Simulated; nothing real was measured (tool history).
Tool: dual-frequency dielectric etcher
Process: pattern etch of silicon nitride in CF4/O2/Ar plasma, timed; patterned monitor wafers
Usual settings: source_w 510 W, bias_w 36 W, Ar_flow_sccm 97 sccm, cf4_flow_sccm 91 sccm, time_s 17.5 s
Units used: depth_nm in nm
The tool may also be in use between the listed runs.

run,hour,source_w,bias_w,Ar_flow_sccm,cf4_flow_sccm,time_s,"read-back reference wafer on the same gauge, depth_nm",depth_nm
1,0.0,510,36,97,91,17.5,33.15,29.46
2,5.0,510,39,115,91,17.5,33.14,29.66
# hour 7.6: gauge calibrated
3,20.8,510,36,97,84,16.0,33.19,26.39
4,67.9,620,36,97,91,17.5,33.27,36.13
5,86.5,510,36,97,91,17.5,33.16,29.01
6,111.6,460,36,97,91,19.0,33.23,28.52
7,123.8,510,36,97,91,17.5,33.17,29.39
8,153.2,480,36,97,91,17.5,33.12,27.36
9,179.3,630,33,80,91,17.5,33.12,36.01
# hour 200.1: bias power generator calibrated
10,204.6,510,44,97,91,17.5,33.18,31.13
11,227.3,510,36,97,91,17.5,33.25,28.63
12,257.3,510,36,97,91,17.5,33.24,29.41
13,293.2,510,36,97,91,17.5,33.21,28.52
14,312.1,640,39,79,91,17.5,33.24,38.72
15,336.3,560,41,97,103,17.5,33.08,34.04
16,351.0,510,36,97,91,17.5,33.25,29.09
17,367.2,510,43,82,91,19.5,33.13,34.50
18,390.6,510,36,97,100,21.0,33.23,35.07
19,418.7,510,39,103,91,17.5,33.25,29.43
20,431.4,510,43,82,91,19.5,33.17,34.84
# hour 477.4: wet clean of the chamber
21,477.9,510,36,77,91,22.0,33.18,38.18
22,478.2,510,36,97,91,17.5,33.20,29.96

Predict each of these 3 candidate next runs independently; none follows another, all start after run 22:
A,478.6,510,36,97,77,17.5,?,?
B,478.6,450,36,75,108,14.5,?,?
C,478.6,460,30,119,80,17.5,?,?

run,"read-back reference wafer on the same gauge, depth_nm",depth_nm
A,33.19,29.39
B,33.19,22.87
C,33.19,23.93
With the hidden condition removed and each run's random variation left untouched, the same runs would have given:
run,depth_nm
A,29.37
B,22.85
C,23.92
